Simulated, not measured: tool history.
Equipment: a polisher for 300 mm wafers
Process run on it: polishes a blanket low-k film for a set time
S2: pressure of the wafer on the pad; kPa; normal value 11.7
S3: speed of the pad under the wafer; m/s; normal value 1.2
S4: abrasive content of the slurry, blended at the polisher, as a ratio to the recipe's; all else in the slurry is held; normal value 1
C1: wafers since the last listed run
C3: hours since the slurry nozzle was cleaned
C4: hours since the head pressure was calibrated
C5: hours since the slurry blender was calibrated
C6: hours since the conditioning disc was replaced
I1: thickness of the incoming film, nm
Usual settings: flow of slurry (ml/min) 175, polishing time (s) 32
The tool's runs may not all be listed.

run 1 hour=0 | flow_of_slurry_(ml/min)=175 S2=11.7 S3=1.2 S4=0.9 polishing_time_(s)=32 | C1=0 wafers_polished_on_this_pad=694 C3=523.3 C4=343 C5=144.6 C6=369.2 | I1=624.4 | film_removed_(Å)=156
run 2 hour=46.4 | flow_of_slurry_(ml/min)=175 S2=11.7 S3=1.2 S4=0.9 polishing_time_(s)=32 | C1=551 wafers_polished_on_this_pad=1245 C3=569.7 C4=389.4 C5=191 C6=415.6 | I1=639.7 | film_removed_(Å)=153
run 3 hour=102.4 | flow_of_slurry_(ml/min)=175 S2=11.7 S3=1.2 S4=1 polishing_time_(s)=32 | C1=665 wafers_polished_on_this_pad=1911 C3=625.7 C4=445.4 C5=247 C6=471.6 | I1=638.7 | film_removed_(Å)=165
-- hour=129.7 conditioning disc replaced and pad reconditioned
-- hour=132.5 slurry blender recalibrated
-- hour=226.7 slurry nozzle cleaned
-- hour=253.9 worn pad replaced by a new one
run 4 hour=327.8 | flow_of_slurry_(ml/min)=175 S2=11.7 S3=1.2 S4=1 polishing_time_(s)=32 | C1=2570 wafers_polished_on_this_pad=878 C3=101.1 C4=670.8 C5=195.3 C6=198.1 | I1=642.8 | film_removed_(Å)=164
-- hour=380.1 head pressure recalibrated
run 5 hour=388.2 | flow_of_slurry_(ml/min)=135 S2=11.7 S3=1.2 S4=1 polishing_time_(s)=32 | C1=693 wafers_polished_on_this_pad=1571 C3=161.5 C4=8.1 C5=255.7 C6=258.5 | I1=624.8 | film_removed_(Å)=155
run 6 hour=435.3 | flow_of_slurry_(ml/min)=175 S2=11.7 S3=1.2 S4=1 polishing_time_(s)=32 | C1=559 wafers_polished_on_this_pad=2131 C3=208.6 C4=55.2 C5=302.8 C6=305.6 | I1=633.5 | film_removed_(Å)=162
-- hour=497.2 slurry blender recalibrated
run 7 hour=536.4 | flow_of_slurry_(ml/min)=175 S2=11.7 S3=1.2 S4=1 polishing_time_(s)=32 | C1=1177 wafers_polished_on_this_pad=3308 C3=309.7 C4=156.3 C5=39.2 C6=406.7 | I1=637.9 | film_removed_(Å)=161
-- hour=616.1 worn pad replaced by a new one
-- hour=649.6 conditioning disc replaced and pad reconditioned
run 8 hour=687.5 | flow_of_slurry_(ml/min)=175 S2=11.7 S3=1.2 S4=1 polishing_time_(s)=32 | C1=1723 wafers_polished_on_this_pad=824 C3=460.8 C4=307.4 C5=190.3 C6=37.9 | I1=632.3 | film_removed_(Å)=163
run 9 hour=751.3 | flow_of_slurry_(ml/min)=175 S2=11.7 S3=1.2 S4=1 polishing_time_(s)=32 | C1=757 wafers_polished_on_this_pad=1582 C3=524.6 C4=371.2 C5=254.1 C6=101.7 | I1=626 | film_removed_(Å)=166
run 10 hour=793.6 | flow_of_slurry_(ml/min)=175 S2=11.7 S3=1.2 S4=1 polishing_time_(s)=32 | C1=502 wafers_polished_on_this_pad=2085 C3=566.9 C4=413.5 C5=296.4 C6=144 | I1=629.6 | film_removed_(Å)=164
-- hour=829.4 slurry blender recalibrated
run 11 hour=858.3 | flow_of_slurry_(ml/min)=175 S2=11.7 S3=1.02 S4=1 polishing_time_(s)=32 | C1=744 wafers_polished_on_this_pad=2830 C3=631.6 C4=478.2 C5=28.9 C6=208.7 | I1=627.9 | film_removed_(Å)=148
-- hour=918.2 worn pad replaced by a new one
run 12 hour=946.4 | flow_of_slurry_(ml/min)=175 S2=11.7 S3=1.2 S4=1 polishing_time_(s)=32 | C1=999 wafers_polished_on_this_pad=335 C3=719.7 C4=566.3 C5=117 C6=296.8 | I1=641.6 | film_removed_(Å)=165
-- hour=1022.9 slurry nozzle cleaned
run 13 hour=1047.1 | flow_of_slurry_(ml/min)=130 S2=11.7 S3=1.2 S4=1 polishing_time_(s)=38 | C1=1184 wafers_polished_on_this_pad=1519 C3=24.2 C4=667 C5=217.7 C6=397.5 | I1=630 | film_removed_(Å)=190
-- hour=1080.8 head pressure recalibrated
-- hour=1117.1 slurry blender recalibrated
run 14 hour=1119.6 | flow_of_slurry_(ml/min)=125 S2=11.7 S3=1.2 S4=0.75 polishing_time_(s)=41 | C1=813 wafers_polished_on_this_pad=2333 C3=96.7 C4=38.8 C5=2.5 C6=470 | I1=635.6 | film_removed_(Å)=161
-- hour=1157.2 conditioning disc replaced and pad reconditioned
run 15 hour=1164.5 | flow_of_slurry_(ml/min)=175 S2=11.7 S3=1.2 S4=1.2 polishing_time_(s)=32 | C1=509 wafers_polished_on_this_pad=2843 C3=141.6 C4=83.7 C5=47.4 C6=7.3 | I1=627 | film_removed_(Å)=177
-- hour=1212.8 worn pad replaced by a new one
run 16 hour=1270.5 | flow_of_slurry_(ml/min)=175 S2=11.7 S3=1.2 S4=1 polishing_time_(s)=38 | C1=1211 wafers_polished_on_this_pad=685 C3=247.6 C4=189.7 C5=153.4 C6=113.3 | I1=629.3 | film_removed_(Å)=193
run 17 hour=1354.5 | flow_of_slurry_(ml/min)=150 S2=15.9 S3=1.2 S4=1 polishing_time_(s)=37 | C1=997 wafers_polished_on_this_pad=1683 C3=331.6 C4=273.7 C5=237.4 C6=197.3 | I1=637.8 | film_removed_(Å)=239
-- hour=1412.2 slurry blender recalibrated
run 18 hour=1449 | flow_of_slurry_(ml/min)=195 S2=10.3 S3=1.2 S4=0.85 polishing_time_(s)=32 | C1=1098 wafers_polished_on_this_pad=2781 C3=426.1 C4=368.2 C5=36.8 C6=291.8 | I1=626.6 | film_removed_(Å)=135
run 19 hour=1489 | flow_of_slurry_(ml/min)=175 S2=10.3 S3=0.92 S4=0.9 polishing_time_(s)=42 | C1=475 wafers_polished_on_this_pad=3257 C3=466.1 C4=408.2 C5=76.8 C6=331.8 | I1=637.2 | film_removed_(Å)=156
run 20 hour=1546.4 | flow_of_slurry_(ml/min)=175 S2=11.7 S3=1.2 S4=1 polishing_time_(s)=32 | C1=681 wafers_polished_on_this_pad=3939 C3=523.5 C4=465.6 C5=134.2 C6=389.2 | I1=630.3 | film_removed_(Å)=165
-- hour=1580.4 worn pad replaced by a new one
run 21 hour=1623.3 | flow_of_slurry_(ml/min)=175 S2=11.7 S3=1.2 S4=1 polishing_time_(s)=32 | C1=866 wafers_polished_on_this_pad=509 C3=600.4 C4=542.5 C5=211.1 C6=466.1 | I1=627.7 | film_removed_(Å)=166

Pick out some run-to-run changes in film removed (Å). Of each, how much would a tool without hidden state show as well, from the settings, what came in and chance, and how much is left for the hidden state and any gauge scatter not in both results compared?
The hidden state here: removal rate lost through wear of the pad, %; slurry flow missing at the pad, %; deviation of the head's pressure from its setpoint, %; abrasive missing from the slurry, %; time polished since the conditioner stopped cutting, s.
Run 4 -> 5: flow of slurry (ml/min) 175 -> 135, head pressure recalibrated. film removed (Å) -9: hidden state -7, all else -2.
Run 13 -> 14: flow of slurry (ml/min) 130 -> 125, S4 1 -> 0.75, polishing time (s) 38 -> 41, head pressure recalibrated, slurry blender recalibrated. film removed (Å) -29: hidden state -7, all else -22.
Run 16 -> 17: flow of slurry (ml/min) 175 -> 150, S2 11.7 -> 15.9, polishing time (s) 38 -> 37. film removed (Å) +46: hidden state +3, all else +43.
Run 17 -> 18: flow of slurry (ml/min) 150 -> 195, S2 15.9 -> 10.3, S4 1 -> 0.85, polishing time (s) 37 -> 32, slurry blender recalibrated. film removed (Å) -104: hidden state -2, all else -102.
